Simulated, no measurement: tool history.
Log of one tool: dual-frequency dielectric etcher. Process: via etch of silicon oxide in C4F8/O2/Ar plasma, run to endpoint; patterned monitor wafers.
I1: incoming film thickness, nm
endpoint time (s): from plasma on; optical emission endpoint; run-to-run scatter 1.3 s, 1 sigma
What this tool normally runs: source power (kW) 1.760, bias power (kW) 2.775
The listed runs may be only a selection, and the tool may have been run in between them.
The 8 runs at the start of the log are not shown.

Run 9, hour 423.9: usual settings; I1 1494.5. Result: endpoint time (s) 261.8.
At hour 595.0: upper electrode replaced.
Run 10, hour 595.5: usual settings; I1 1495.0. Result: endpoint time (s) 259.9.
Run 11, hour 623.6: usual settings; I1 1473.6. Result: endpoint time (s) 255.7.
At hour 688.2: wet clean of the chamber.
Run 12, hour 692.5: usual settings; I1 1470.0. Result: endpoint time (s) 261.4.
Run 13, hour 741.7: usual settings; I1 1474.4. Result: endpoint time (s) 264.7.
At hour 774.6: bias power generator calibrated.
Run 14, hour 780.5: usual settings but source power (kW) 1.990; I1 1483.1. Result: endpoint time (s) 248.2.
Run 15, hour 841.8: usual settings but source power (kW) 1.990; I1 1471.1. Result: endpoint time (s) 243.7.
Run 16, hour 882.6: usual settings but source power (kW) 1.590, bias power (kW) 2.143; I1 1495.3. Result: endpoint time (s) 300.8.
Run 17, hour 933.4: usual settings but source power (kW) 2.190, bias power (kW) 3.354; I1 1471.4. Result: endpoint time (s) 219.4.
At hour 939.3: source power generator calibrated.
Run 18, hour 992.6: usual settings but source power (kW) 1.640, bias power (kW) 3.069; I1 1481.9. Result: endpoint time (s) 267.9.
Run 19, hour 1037.0: usual settings but source power (kW) 2.150; I1 1483.4. Result: endpoint time (s) 238.9.
Run 20, hour 1075.5: usual settings but source power (kW) 1.430, bias power (kW) 2.360; I1 1486.9. Result: endpoint time (s) 312.1.
Run 21, hour 1104.3: usual settings; I1 1465.7. Result: endpoint time (s) 260.8.
Run 22, hour 1162.7: usual settings but source power (kW) 1.640, bias power (kW) 3.069; I1 1466.5. Result: endpoint time (s) 262.8.
At hour 1223.5: wet clean of the chamber.
Run 23, hour 1224.0: usual settings but bias power (kW) 2.483; I1 1486.0. Result: endpoint time (s) 276.2.
Run 24, hour 1264.1: usual settings; I1 1495.1. Result: endpoint time (s) 266.0.
Run 25, hour 1296.7: usual settings but source power (kW) 1.460; I1 1471.1. Result: endpoint time (s) 291.0.
Run 26, hour 1370.2: usual settings; I1 1487.2. Result: endpoint time (s) 264.8.
Run 27, hour 1394.4: usual settings but source power (kW) 1.940, bias power (kW) 2.331; I1 1491.0. Result: endpoint time (s) 266.9.
Run 28, hour 1455.8: usual settings but source power (kW) 2.140; I1 1473.6. Result: endpoint time (s) 233.5.
Run 29, hour 1504.7: usual settings but source power (kW) 1.890, bias power (kW) 3.353; I1 1478.9. Result: endpoint time (s) 237.4.
Run 30, hour 1574.5: usual settings but bias power (kW) 3.109; I1 1485.2. Result: endpoint time (s) 250.1.
Run 31, hour 1612.9: usual settings; I1 1476.8. Result: endpoint time (s) 256.6.

Forecast each of these 4 alternatives for the next run:
Run A, hour 1613.4: usual settings but bias power (kW) 3.071; I1 1486.8. Result: endpoint time (s) ?.
Run B, hour 1613.4: usual settings but bias power (kW) 2.167; I1 1486.8. Result: endpoint time (s) ?.
Run C, hour 1613.4: usual settings but source power (kW) 1.580, bias power (kW) 2.192; I1 1486.8. Result: endpoint time (s) ?.
Run D, hour 1613.4: usual settings but source power (kW) 2.180; I1 1486.8. Result: endpoint time (s) ?.

run  endpoint time (s)
  A              251.4
  B              278.5
  C              295.0
  D              231.7
What these runs would have given with no unlogged condition in the tool:
run  endpoint time (s)
  A              262.4
  B              290.8
  C              307.9
  D              241.9

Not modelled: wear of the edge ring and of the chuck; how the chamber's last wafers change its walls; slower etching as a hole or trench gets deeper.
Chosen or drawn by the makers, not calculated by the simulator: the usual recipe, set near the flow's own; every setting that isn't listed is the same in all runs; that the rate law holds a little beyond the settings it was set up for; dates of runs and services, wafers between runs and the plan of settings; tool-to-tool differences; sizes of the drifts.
